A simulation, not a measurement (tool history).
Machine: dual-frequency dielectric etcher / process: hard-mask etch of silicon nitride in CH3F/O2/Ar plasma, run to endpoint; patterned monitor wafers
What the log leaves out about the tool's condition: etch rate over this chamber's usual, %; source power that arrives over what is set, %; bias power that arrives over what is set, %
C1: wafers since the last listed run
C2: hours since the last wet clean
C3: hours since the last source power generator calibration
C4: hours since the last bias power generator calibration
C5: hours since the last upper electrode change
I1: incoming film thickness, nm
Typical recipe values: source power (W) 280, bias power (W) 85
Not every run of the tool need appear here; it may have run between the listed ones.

{"run": 1, "hour": 0.0, "source power (W)": 280, "bias power (W)": 85, "C1": 0, "C2": 186.8, "C3": 1990.8, "C4": 3259.4, "C5": 1988.7, "I1": 37.72, "endpoint time (s)": 56.7}
{"run": 2, "hour": 63.1, "source power (W)": 280, "bias power (W)": 85, "C1": 668, "C2": 249.9, "C3": 2053.9, "C4": 3322.5, "C5": 2051.8, "I1": 38.12, "endpoint time (s)": 56}
{"run": 3, "hour": 97.6, "source power (W)": 280, "bias power (W)": 85, "C1": 365, "C2": 284.4, "C3": 2088.4, "C4": 3357, "C5": 2086.3, "I1": 38.04, "endpoint time (s)": 56.2}
{"run": 4, "hour": 147.1, "source power (W)": 280, "bias power (W)": 85, "C1": 524, "C2": 333.9, "C3": 2137.9, "C4": 3406.5, "C5": 2135.8, "I1": 38.17, "endpoint time (s)": 55.7}
{"run": 5, "hour": 197.1, "source power (W)": 320, "bias power (W)": 101, "C1": 529, "C2": 383.9, "C3": 2187.9, "C4": 3456.5, "C5": 2185.8, "I1": 37.87, "endpoint time (s)": 49.1}
{"run": 6, "hour": 225.8, "source power (W)": 320, "bias power (W)": 101, "C1": 304, "C2": 412.6, "C3": 2216.6, "C4": 3485.2, "C5": 2214.5, "I1": 37.55, "endpoint time (s)": 48.2}
{"run": 7, "hour": 263.2, "source power (W)": 280, "bias power (W)": 85, "C1": 396, "C2": 450, "C3": 2254, "C4": 3522.6, "C5": 2251.9, "I1": 38.14, "endpoint time (s)": 55.8}
{"run": 8, "hour": 328.3, "source power (W)": 280, "bias power (W)": 85, "C1": 689, "C2": 515.1, "C3": 2319.1, "C4": 3587.7, "C5": 2317, "I1": 38.52, "endpoint time (s)": 56.4}
{"run": 9, "hour": 398.5, "source power (W)": 280, "bias power (W)": 85, "C1": 743, "C2": 585.3, "C3": 2389.3, "C4": 3657.9, "C5": 2387.2, "I1": 38.03, "endpoint time (s)": 55.6}
{"hour": 435.4, "done": "wet clean of the chamber"}
{"run": 10, "hour": 464.1, "source power (W)": 280, "bias power (W)": 85, "C1": 440, "C2": 28.7, "C3": 2454.9, "C4": 3723.5, "C5": 2452.8, "I1": 38.31, "endpoint time (s)": 57.9}
{"hour": 497.3, "done": "source power generator calibrated"}
{"run": 11, "hour": 503.9, "source power (W)": 280, "bias power (W)": 85, "C1": 379, "C2": 68.5, "C3": 6.6, "C4": 3763.3, "C5": 2492.6, "I1": 38.07, "endpoint time (s)": 57.1}
{"run": 12, "hour": 535.0, "source power (W)": 280, "bias power (W)": 85, "C1": 329, "C2": 99.6, "C3": 37.7, "C4": 3794.4, "C5": 2523.7, "I1": 38.17, "endpoint time (s)": 57.1}
{"run": 13, "hour": 593.7, "source power (W)": 280, "bias power (W)": 85, "C1": 622, "C2": 158.3, "C3": 96.4, "C4": 3853.1, "C5": 2582.4, "I1": 38.44, "endpoint time (s)": 56.9}
{"run": 14, "hour": 620.0, "source power (W)": 280, "bias power (W)": 81, "C1": 278, "C2": 184.6, "C3": 122.7, "C4": 3879.4, "C5": 2608.7, "I1": 37.96, "endpoint time (s)": 57.7}
{"run": 15, "hour": 670.9, "source power (W)": 300, "bias power (W)": 85, "C1": 539, "C2": 235.5, "C3": 173.6, "C4": 3930.3, "C5": 2659.6, "I1": 38.13, "endpoint time (s)": 55.7}
{"run": 16, "hour": 724.9, "source power (W)": 280, "bias power (W)": 85, "C1": 572, "C2": 289.5, "C3": 227.6, "C4": 3984.3, "C5": 2713.6, "I1": 38.31, "endpoint time (s)": 56.3}
{"run": 17, "hour": 773.0, "source power (W)": 310, "bias power (W)": 75, "C1": 509, "C2": 337.6, "C3": 275.7, "C4": 4032.4, "C5": 2761.7, "I1": 38.21, "endpoint time (s)": 56.7}
{"run": 18, "hour": 844.1, "source power (W)": 250, "bias power (W)": 95, "C1": 753, "C2": 408.7, "C3": 346.8, "C4": 4103.5, "C5": 2832.8, "I1": 38.08, "endpoint time (s)": 54.2}
{"run": 19, "hour": 915.1, "source power (W)": 220, "bias power (W)": 97, "C1": 752, "C2": 479.7, "C3": 417.8, "C4": 4174.5, "C5": 2903.8, "I1": 38.16, "endpoint time (s)": 56.1}
{"hour": 960.2, "done": "bias power generator calibrated"}
{"hour": 999.1, "done": "upper electrode replaced"}
{"hour": 1004.9, "done": "wet clean of the chamber"}
{"run": 20, "hour": 1005.4, "source power (W)": 280, "bias power (W)": 85, "C1": 598, "C2": 0.5, "C3": 508.1, "C4": 45.2, "C5": 6.3, "I1": 38.33, "endpoint time (s)": 58}
{"run": 21, "hour": 1057.1, "source power (W)": 300, "bias power (W)": 97, "C1": 547, "C2": 52.2, "C3": 559.8, "C4": 96.9, "C5": 58, "I1": 38.43, "endpoint time (s)": 52.9}
{"run": 22, "hour": 1087.1, "source power (W)": 280, "bias power (W)": 85, "C1": 317, "C2": 82.2, "C3": 589.8, "C4": 126.9, "C5": 88, "I1": 37.9, "endpoint time (s)": 57.2}
{"run": 23, "hour": 1122.6, "source power (W)": 260, "bias power (W)": 75, "C1": 376, "C2": 117.7, "C3": 625.3, "C4": 162.4, "C5": 123.5, "I1": 38.3, "endpoint time (s)": 62.3}
{"run": 24, "hour": 1174.7, "source power (W)": 330, "bias power (W)": 70, "C1": 552, "C2": 169.8, "C3": 677.4, "C4": 214.5, "C5": 175.6, "I1": 38.2, "endpoint time (s)": 58.8}
{"run": 25, "hour": 1215.5, "source power (W)": 280, "bias power (W)": 85, "C1": 432, "C2": 210.6, "C3": 718.2, "C4": 255.3, "C5": 216.4, "I1": 37.61, "endpoint time (s)": 56.3}
{"run": 26, "hour": 1254.6, "source power (W)": 330, "bias power (W)": 65, "C1": 414, "C2": 249.7, "C3": 757.3, "C4": 294.4, "C5": 255.5, "I1": 38.42, "endpoint time (s)": 61.7}
{"run": 27, "hour": 1298.1, "source power (W)": 350, "bias power (W)": 92, "C1": 460, "C2": 293.2, "C3": 800.8, "C4": 337.9, "C5": 299, "I1": 37.8, "endpoint time (s)": 49.2}
{"run": 28, "hour": 1327.6, "source power (W)": 280, "bias power (W)": 85, "C1": 312, "C2": 322.7, "C3": 830.3, "C4": 367.4, "C5": 328.5, "I1": 38.25, "endpoint time (s)": 56.2}

Branching from run 28: 5 alternative next runs. What would each branch give?
{"run": "A", "hour": 1328.0, "source power (W)": 280, "bias power (W)": 85, "C1": 4, "C2": 323.1, "C3": 830.7, "C4": 367.8, "C5": 328.9, "I1": 38.29, "endpoint time (s)": "?"}
{"run": "B", "hour": 1328.0, "source power (W)": 280, "bias power (W)": 74, "C1": 4, "C2": 323.1, "C3": 830.7, "C4": 367.8, "C5": 328.9, "I1": 38.29, "endpoint time (s)": "?"}
{"run": "C", "hour": 1328.0, "source power (W)": 340, "bias power (W)": 70, "C1": 4, "C2": 323.1, "C3": 830.7, "C4": 367.8, "C5": 328.9, "I1": 38.29, "endpoint time (s)": "?"}
{"run": "D", "hour": 1328.0, "source power (W)": 340, "bias power (W)": 69, "C1": 4, "C2": 323.1, "C3": 830.7, "C4": 367.8, "C5": 328.9, "I1": 38.29, "endpoint time (s)": "?"}
{"run": "E", "hour": 1328.0, "source power (W)": 350, "bias power (W)": 70, "C1": 4, "C2": 323.1, "C3": 830.7, "C4": 367.8, "C5": 328.9, "I1": 38.29, "endpoint time (s)": "?"}

run=A endpoint_time_(s)=56.1
run=B endpoint_time_(s)=60
run=C endpoint_time_(s)=57.9
run=D endpoint_time_(s)=58.3
run=E endpoint_time_(s)=57.3
What these runs would have given with no unlogged condition in the tool:
run=A endpoint_time_(s)=57.6
run=B endpoint_time_(s)=61.7
run=C endpoint_time_(s)=59.5
run=D endpoint_time_(s)=59.9
run=E endpoint_time_(s)=59
